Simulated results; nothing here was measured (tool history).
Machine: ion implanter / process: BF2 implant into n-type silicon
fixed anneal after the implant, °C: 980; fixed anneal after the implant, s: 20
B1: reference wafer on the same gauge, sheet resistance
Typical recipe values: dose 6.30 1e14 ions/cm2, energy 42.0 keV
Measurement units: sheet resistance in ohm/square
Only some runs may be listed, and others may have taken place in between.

Run 1, hour 0.0: usual settings; B1 163.62. Result: sheet resistance 181.49 ohm/square.
Run 2, hour 17.1: usual settings; B1 163.88. Result: sheet resistance 181.83 ohm/square.
Run 3, hour 32.8: usual settings but energy 49.5 keV; B1 163.86. Result: sheet resistance 176.28 ohm/square.
Run 4, hour 100.9: usual settings but energy 49.5 keV; B1 164.09. Result: sheet resistance 176.11 ohm/square.
Run 5, hour 117.0: usual settings but energy 49.5 keV; B1 164.06. Result: sheet resistance 175.36 ohm/square.
Run 6, hour 151.2: usual settings but dose 5.35 1e14 ions/cm2; B1 164.21. Result: sheet resistance 205.67 ohm/square.
Run 7, hour 170.5: usual settings but dose 5.35 1e14 ions/cm2; B1 164.32. Result: sheet resistance 206.93 ohm/square.
Run 8, hour 183.7: usual settings; B1 164.34. Result: sheet resistance 183.22 ohm/square.
Run 9, hour 211.3: usual settings; B1 164.67. Result: sheet resistance 182.61 ohm/square.
Run 10, hour 235.7: usual settings; B1 164.49. Result: sheet resistance 182.90 ohm/square.
Run 11, hour 266.7: usual settings but dose 7.32 1e14 ions/cm2; B1 164.41. Result: sheet resistance 166.91 ohm/square.
Run 12, hour 286.9: usual settings but dose 7.32 1e14 ions/cm2; B1 164.80. Result: sheet resistance 167.02 ohm/square.
Run 13, hour 302.8: usual settings but dose 7.53 1e14 ions/cm2, energy 32.0 keV; B1 164.28. Result: sheet resistance 180.23 ohm/square.
Run 14, hour 331.2: usual settings but dose 5.66 1e14 ions/cm2, energy 29.5 keV; B1 164.27. Result: sheet resistance 215.09 ohm/square.
Run 15, hour 346.8: usual settings but dose 7.53 1e14 ions/cm2, energy 34.0 keV; B1 164.61. Result: sheet resistance 176.17 ohm/square.
Run 16, hour 394.6: usual settings but dose 7.50 1e14 ions/cm2, energy 52.0 keV; B1 164.44. Result: sheet resistance 155.20 ohm/square.
Run 17, hour 409.6: usual settings but dose 5.52 1e14 ions/cm2, energy 48.0 keV; B1 164.77. Result: sheet resistance 196.71 ohm/square.
Run 18, hour 443.8: usual settings but dose 4.84 1e14 ions/cm2; B1 164.52. Result: sheet resistance 225.34 ohm/square.
Run 19, hour 464.6: usual settings; B1 164.76. Result: sheet resistance 183.63 ohm/square.
Run 20, hour 494.0: usual settings; B1 164.72. Result: sheet resistance 183.21 ohm/square.
At hour 562.5: extraction supply calibrated.
At hour 569.4: gauge calibrated.
Run 21, hour 570.9: usual settings but dose 7.19 1e14 ions/cm2, energy 54.5 keV; B1 160.08. Result: sheet resistance 154.72 ohm/square.
Run 22, hour 600.7: usual settings but dose 8.15 1e14 ions/cm2, energy 37.0 keV; B1 160.33. Result: sheet resistance 160.38 ohm/square.
Run 23, hour 649.4: usual settings but dose 5.26 1e14 ions/cm2, energy 48.0 keV; B1 161.03. Result: sheet resistance 201.40 ohm/square.
At hour 683.1: Faraday cup replaced and dose calibrated.
Run 24, hour 683.6: usual settings; B1 161.31. Result: sheet resistance 179.67 ohm/square.
Run 25, hour 690.5: usual settings but dose 5.54 1e14 ions/cm2, energy 55.0 keV; B1 161.49. Result: sheet resistance 190.14 ohm/square.
Run 26, hour 720.4: usual settings; B1 161.82. Result: sheet resistance 180.23 ohm/square.
Run 27, hour 737.4: usual settings but energy 33.5 keV; B1 162.01. Result: sheet resistance 191.44 ohm/square.
Run 28, hour 753.9: usual settings but dose 7.45 1e14 ions/cm2, energy 28.0 keV; B1 162.29. Result: sheet resistance 187.90 ohm/square.
Run 29, hour 779.8: usual settings; B1 162.37. Result: sheet resistance 180.47 ohm/square.
Run 30, hour 808.4: usual settings; B1 162.83. Result: sheet resistance 179.59 ohm/square.
Run 31, hour 840.0: usual settings but dose 7.76 1e14 ions/cm2, energy 27.5 keV; B1 162.67. Result: sheet resistance 188.21 ohm/square.
Run 32, hour 860.0: usual settings; B1 162.72. Result: sheet resistance 181.89 ohm/square.
Run 33, hour 880.8: usual settings but energy 53.5 keV; B1 163.13. Result: sheet resistance 173.96 ohm/square.
Run 34, hour 910.1: usual settings; B1 163.24. Result: sheet resistance 183.03 ohm/square.
Run 35, hour 1015.7: usual settings but dose 6.84 1e14 ions/cm2, energy 52.5 keV; B1 164.05. Result: sheet resistance 164.67 ohm/square.
Run 36, hour 1036.5: usual settings but dose 7.32 1e14 ions/cm2; B1 163.77. Result: sheet resistance 166.01 ohm/square.

What if the next run were any one of these 5? Each begins from the tool's condition after run 36:
Run A, hour 1036.9: usual settings; B1 ?. Result: sheet resistance ?.
Run B, hour 1036.9: usual settings but dose 5.76 1e14 ions/cm2; B1 ?. Result: sheet resistance ?.
Run C, hour 1036.9: usual settings but dose 5.18 1e14 ions/cm2, energy 50.0 keV; B1 ?. Result: sheet resistance ?.
Run D, hour 1036.9: usual settings but dose 7.78 1e14 ions/cm2, energy 29.0 keV; B1 ?. Result: sheet resistance ?.
Run E, hour 1036.9: usual settings but dose 7.81 1e14 ions/cm2; B1 ?. Result: sheet resistance ?.

run      B1  sheet resistance
  A  163.82            182.30
  B  163.82            194.45
  C  163.82            206.78
  D  163.82            184.64
  E  163.82            160.33
Had the tool no hidden state, the same runs would have come out as:
run  sheet resistance
  A            178.03
  B            189.90
  C            201.94
  D            180.32
  E            156.58

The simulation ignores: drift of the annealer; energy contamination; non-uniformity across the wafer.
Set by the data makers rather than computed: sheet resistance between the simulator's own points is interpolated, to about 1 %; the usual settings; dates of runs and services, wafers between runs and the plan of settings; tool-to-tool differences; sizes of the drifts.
